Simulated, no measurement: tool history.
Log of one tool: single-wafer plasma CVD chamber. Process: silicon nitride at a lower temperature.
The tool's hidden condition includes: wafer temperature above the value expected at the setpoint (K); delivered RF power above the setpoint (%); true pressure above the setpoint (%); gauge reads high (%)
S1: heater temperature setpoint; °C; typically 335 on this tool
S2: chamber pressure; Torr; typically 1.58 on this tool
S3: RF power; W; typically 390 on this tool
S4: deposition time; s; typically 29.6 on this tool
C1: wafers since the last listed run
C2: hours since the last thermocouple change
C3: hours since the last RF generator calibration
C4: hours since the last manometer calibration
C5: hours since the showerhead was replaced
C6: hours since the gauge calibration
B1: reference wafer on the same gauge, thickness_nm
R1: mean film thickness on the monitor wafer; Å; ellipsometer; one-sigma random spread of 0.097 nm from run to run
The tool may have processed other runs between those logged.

run 1 hour=0 | S1=335 S2=1.58 S3=390 S4=29.6 | C1=0 C2=1760 C3=18.8 C4=3092.3 C5=6.5 C6=31.6 | B1=42.496 | R1=390.44
run 2 hour=7.6 | S1=335 S2=1.58 S3=390 S4=29.6 | C1=120 C2=1767.6 C3=26.4 C4=3099.9 C5=14.1 C6=39.2 | B1=42.505 | R1=392.88
-- hour=18 thermocouple changed; heater temperature recalibrated
run 3 hour=18.5 | S1=335 S2=1.58 S3=390 S4=29.6 | C1=45 C2=0.5 C3=37.3 C4=3110.8 C5=25 C6=50.1 | B1=42.502 | R1=388.93
-- hour=27.5 capacitance manometer re-zeroed and calibrated
run 4 hour=29.2 | S1=335 S2=1.58 S3=390 S4=29.6 | C1=42 C2=11.2 C3=48 C4=1.7 C5=35.7 C6=60.8 | B1=42.505 | R1=390.8
run 5 hour=46.8 | S1=335 S2=1.74 S3=390 S4=29.6 | C1=278 C2=28.8 C3=65.6 C4=19.3 C5=53.3 C6=78.4 | B1=42.49 | R1=398.81
run 6 hour=60.4 | S1=335 S2=1.58 S3=390 S4=26.9 | C1=215 C2=42.4 C3=79.2 C4=32.9 C5=66.9 C6=92 | B1=42.498 | R1=353.34
run 7 hour=72.5 | S1=335 S2=1.58 S3=390 S4=29.6 | C1=191 C2=54.5 C3=91.3 C4=45 C5=79 C6=104.1 | B1=42.493 | R1=386.99
run 8 hour=84.5 | S1=335 S2=1.73 S3=320 S4=29.6 | C1=189 C2=66.5 C3=103.3 C4=57 C5=91 C6=116.1 | B1=42.483 | R1=358.88
run 9 hour=91.5 | S1=335 S2=1.58 S3=390 S4=35.5 | C1=110 C2=73.5 C3=110.3 C4=64 C5=98 C6=123.1 | B1=42.504 | R1=463.19
run 10 hour=104.2 | S1=335 S2=1.58 S3=390 S4=29.6 | C1=201 C2=86.2 C3=123 C4=76.7 C5=110.7 C6=135.8 | B1=42.522 | R1=384.74
run 11 hour=118.5 | S1=335 S2=1.58 S3=335 S4=24.7 | C1=226 C2=100.5 C3=137.3 C4=91 C5=125 C6=150.1 | B1=42.497 | R1=298.06
run 12 hour=134 | S1=335 S2=1.58 S3=390 S4=29.6 | C1=245 C2=116 C3=152.8 C4=106.5 C5=140.5 C6=165.6 | B1=42.492 | R1=383.66
run 13 hour=145.7 | S1=342 S2=1.58 S3=390 S4=29.6 | C1=185 C2=127.7 C3=164.5 C4=118.2 C5=152.2 C6=177.3 | B1=42.528 | R1=383.76
run 14 hour=155.1 | S1=335 S2=1.58 S3=390 S4=29.6 | C1=148 C2=137.1 C3=173.9 C4=127.6 C5=161.6 C6=186.7 | B1=42.515 | R1=384.71
run 15 hour=168.1 | S1=341 S2=1.58 S3=390 S4=34.2 | C1=205 C2=150.1 C3=186.9 C4=140.6 C5=174.6 C6=199.7 | B1=42.529 | R1=442.22
run 16 hour=177.7 | S1=335 S2=1.58 S3=390 S4=32.1 | C1=151 C2=159.7 C3=196.5 C4=150.2 C5=184.2 C6=209.3 | B1=42.518 | R1=416.03
run 17 hour=194.5 | S1=323 S2=1.58 S3=315 S4=29.6 | C1=265 C2=176.5 C3=213.3 C4=167 C5=201 C6=226.1 | B1=42.508 | R1=344.82
run 18 hour=221.1 | S1=335 S2=1.73 S3=320 S4=29.6 | C1=421 C2=203.1 C3=239.9 C4=193.6 C5=227.6 C6=252.7 | B1=42.498 | R1=352.11
run 19 hour=231.8 | S1=335 S2=1.58 S3=390 S4=29.6 | C1=169 C2=213.8 C3=250.6 C4=204.3 C5=238.3 C6=263.4 | B1=42.512 | R1=382.57
run 20 hour=250.8 | S1=335 S2=1.94 S3=390 S4=29.6 | C1=300 C2=232.8 C3=269.6 C4=223.3 C5=257.3 C6=282.4 | B1=42.496 | R1=402.8
run 21 hour=257.7 | S1=335 S2=1.58 S3=390 S4=29.6 | C1=109 C2=239.7 C3=276.5 C4=230.2 C5=264.2 C6=289.3 | B1=42.501 | R1=381.04
run 22 hour=265.4 | S1=327 S2=1.58 S3=390 S4=29.6 | C1=121 C2=247.4 C3=284.2 C4=237.9 C5=271.9 C6=297 | B1=42.487 | R1=381.8
run 23 hour=280.1 | S1=327 S2=1.42 S3=465 S4=26.7 | C1=232 C2=262.1 C3=298.9 C4=252.6 C5=286.6 C6=311.7 | B1=42.503 | R1=367.2
run 24 hour=296.9 | S1=340 S2=1.81 S3=390 S4=29.6 | C1=265 C2=278.9 C3=315.7 C4=269.4 C5=303.4 C6=328.5 | B1=42.517 | R1=395.7
run 25 hour=307.2 | S1=350 S2=1.71 S3=345 S4=24.6 | C1=163 C2=289.2 C3=326 C4=279.7 C5=313.7 C6=338.8 | B1=42.507 | R1=300.77
run 26 hour=315.8 | S1=335 S2=1.84 S3=390 S4=29.6 | C1=136 C2=297.8 C3=334.6 C4=288.3 C5=322.3 C6=347.4 | B1=42.497 | R1=397.65
run 27 hour=326.6 | S1=345 S2=1.84 S3=365 S4=27.2 | C1=170 C2=308.6 C3=345.4 C4=299.1 C5=333.1 C6=358.2 | B1=42.497 | R1=350.53
run 28 hour=333.9 | S1=335 S2=1.58 S3=445 S4=23.9 | C1=115 C2=315.9 C3=352.7 C4=306.4 C5=340.4 C6=365.5 | B1=42.498 | R1=329.05
run 29 hour=349 | S1=335 S2=1.2 S3=390 S4=29.6 | C1=239 C2=331 C3=367.8 C4=321.5 C5=355.5 C6=380.6 | B1=42.513 | R1=350.35

For some of the steps in R1 from one run to the next: how much would appear even if the tool had no hidden state, given the settings, what came in and random variation, and how much remains for the hidden state plus any gauge scatter that the measured result and the result without hidden state don't share?
Run 8 -> 9: S2 1.73 -> 1.58, S3 320 -> 390, S4 29.6 -> 35.5. R1 +104.31 Å: hidden state -1.73, all else +106.04.
Run 24 -> 25: S1 340 -> 350, S2 1.81 -> 1.71, S3 390 -> 345, S4 29.6 -> 24.6. R1 -94.93 Å: hidden state +2.88, all else -97.81.
Run 25 -> 26: S1 350 -> 335, S2 1.71 -> 1.84, S3 345 -> 390, S4 24.6 -> 29.6. R1 +96.88 Å: hidden state -3.36, all else +100.24.
